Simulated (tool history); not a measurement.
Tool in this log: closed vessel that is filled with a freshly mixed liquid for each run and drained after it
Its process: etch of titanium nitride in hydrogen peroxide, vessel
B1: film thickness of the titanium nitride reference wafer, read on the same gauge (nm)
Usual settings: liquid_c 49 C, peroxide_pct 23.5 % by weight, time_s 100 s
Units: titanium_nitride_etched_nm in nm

run 1 hour=0 | liquid_c=49 peroxide_pct=23.5 time_s=100 | B1=59.985 | titanium_nitride_etched_nm=4.574
run 2 hour=15.9 | liquid_c=49 peroxide_pct=23.5 time_s=100 | B1=60.016 | titanium_nitride_etched_nm=4.578
run 3 hour=41.6 | liquid_c=49 peroxide_pct=23.5 time_s=100 | B1=60.008 | titanium_nitride_etched_nm=4.594
run 4 hour=54 | liquid_c=44.5 peroxide_pct=17 time_s=70 | B1=59.995 | titanium_nitride_etched_nm=2.16
run 5 hour=79.6 | liquid_c=53 peroxide_pct=23.5 time_s=100 | B1=59.984 | titanium_nitride_etched_nm=6.109
-- hour=86.7 new drum of peroxide connected
run 6 hour=110.6 | liquid_c=49 peroxide_pct=23.5 time_s=160 | B1=60 | titanium_nitride_etched_nm=7.416
run 7 hour=124.5 | liquid_c=43 peroxide_pct=20.5 time_s=70 | B1=59.977 | titanium_nitride_etched_nm=2.02
run 8 hour=159.5 | liquid_c=49 peroxide_pct=29.5 time_s=125 | B1=60.019 | titanium_nitride_etched_nm=6.151
run 9 hour=201.6 | liquid_c=49 peroxide_pct=23.5 time_s=100 | B1=60.002 | titanium_nitride_etched_nm=4.621
run 10 hour=228.6 | liquid_c=45.5 peroxide_pct=19 time_s=100 | B1=60.001 | titanium_nitride_etched_nm=3.434
run 11 hour=260.5 | liquid_c=39 peroxide_pct=30 time_s=100 | B1=60.002 | titanium_nitride_etched_nm=2.303
run 12 hour=287.1 | liquid_c=46 peroxide_pct=27 time_s=120 | B1=60.004 | titanium_nitride_etched_nm=4.62
run 13 hour=300.5 | liquid_c=49 peroxide_pct=23.5 time_s=150 | B1=59.996 | titanium_nitride_etched_nm=6.911
run 14 hour=313.9 | liquid_c=57.5 peroxide_pct=29.5 time_s=100 | B1=59.992 | titanium_nitride_etched_nm=8.813
-- hour=338.3 peroxide flow meter replaced
run 15 hour=393.2 | liquid_c=49 peroxide_pct=27.5 time_s=100 | B1=60.003 | titanium_nitride_etched_nm=4.781
run 16 hour=417.8 | liquid_c=39.5 peroxide_pct=23.5 time_s=70 | B1=60.009 | titanium_nitride_etched_nm=1.592
run 17 hour=441.6 | liquid_c=56.5 peroxide_pct=21.5 time_s=100 | B1=59.978 | titanium_nitride_etched_nm=7.717
-- hour=444.8 new drum of peroxide connected
run 18 hour=471.7 | liquid_c=49 peroxide_pct=23.5 time_s=100 | B1=59.981 | titanium_nitride_etched_nm=4.682
run 19 hour=495.7 | liquid_c=49 peroxide_pct=23.5 time_s=100 | B1=59.977 | titanium_nitride_etched_nm=4.654
run 20 hour=524.5 | liquid_c=49 peroxide_pct=20.5 time_s=100 | B1=60.011 | titanium_nitride_etched_nm=4.569
run 21 hour=550.2 | liquid_c=49 peroxide_pct=23.5 time_s=100 | B1=60.02 | titanium_nitride_etched_nm=4.658
run 22 hour=573.3 | liquid_c=49 peroxide_pct=23.5 time_s=100 | B1=59.995 | titanium_nitride_etched_nm=4.672
run 23 hour=594.4 | liquid_c=49 peroxide_pct=23.5 time_s=100 | B1=60.002 | titanium_nitride_etched_nm=4.688
run 24 hour=609.1 | liquid_c=49 peroxide_pct=23.5 time_s=60 | B1=60.009 | titanium_nitride_etched_nm=2.813
run 25 hour=640.2 | liquid_c=49 peroxide_pct=21.5 time_s=70 | B1=59.976 | titanium_nitride_etched_nm=3.203
run 26 hour=668.4 | liquid_c=39 peroxide_pct=23.5 time_s=40 | B1=59.991 | titanium_nitride_etched_nm=0.881
run 27 hour=698.3 | liquid_c=57.5 peroxide_pct=30 time_s=80 | B1=60.032 | titanium_nitride_etched_nm=7.161
run 28 hour=713.1 | liquid_c=43 peroxide_pct=23.5 time_s=100 | B1=59.99 | titanium_nitride_etched_nm=2.999

5 ways to go on from here, each from the tool as it stands after run 28. What would each give?
run A hour=713.8 | liquid_c=57 peroxide_pct=23.5 time_s=100 | B1=? | titanium_nitride_etched_nm=?
run B hour=713.8 | liquid_c=49 peroxide_pct=21 time_s=100 | B1=? | titanium_nitride_etched_nm=?
run C hour=713.8 | liquid_c=52 peroxide_pct=29 time_s=135 | B1=? | titanium_nitride_etched_nm=?
run D hour=713.8 | liquid_c=49 peroxide_pct=29.5 time_s=100 | B1=? | titanium_nitride_etched_nm=?
run E hour=713.8 | liquid_c=56 peroxide_pct=19.5 time_s=130 | B1=? | titanium_nitride_etched_nm=?

run=A B1=59.988 titanium_nitride_etched_nm=8.209
run=B B1=59.988 titanium_nitride_etched_nm=4.548
run=C B1=59.988 titanium_nitride_etched_nm=8.17
run=D B1=59.988 titanium_nitride_etched_nm=4.896
run=E B1=59.988 titanium_nitride_etched_nm=9.567
With the hidden condition removed and each run's random variation left untouched, the same runs would have given:
run=A titanium_nitride_etched_nm=8.157
run=B titanium_nitride_etched_nm=4.514
run=C titanium_nitride_etched_nm=8.115
run=D titanium_nitride_etched_nm=4.862
run=E titanium_nitride_etched_nm=9.503
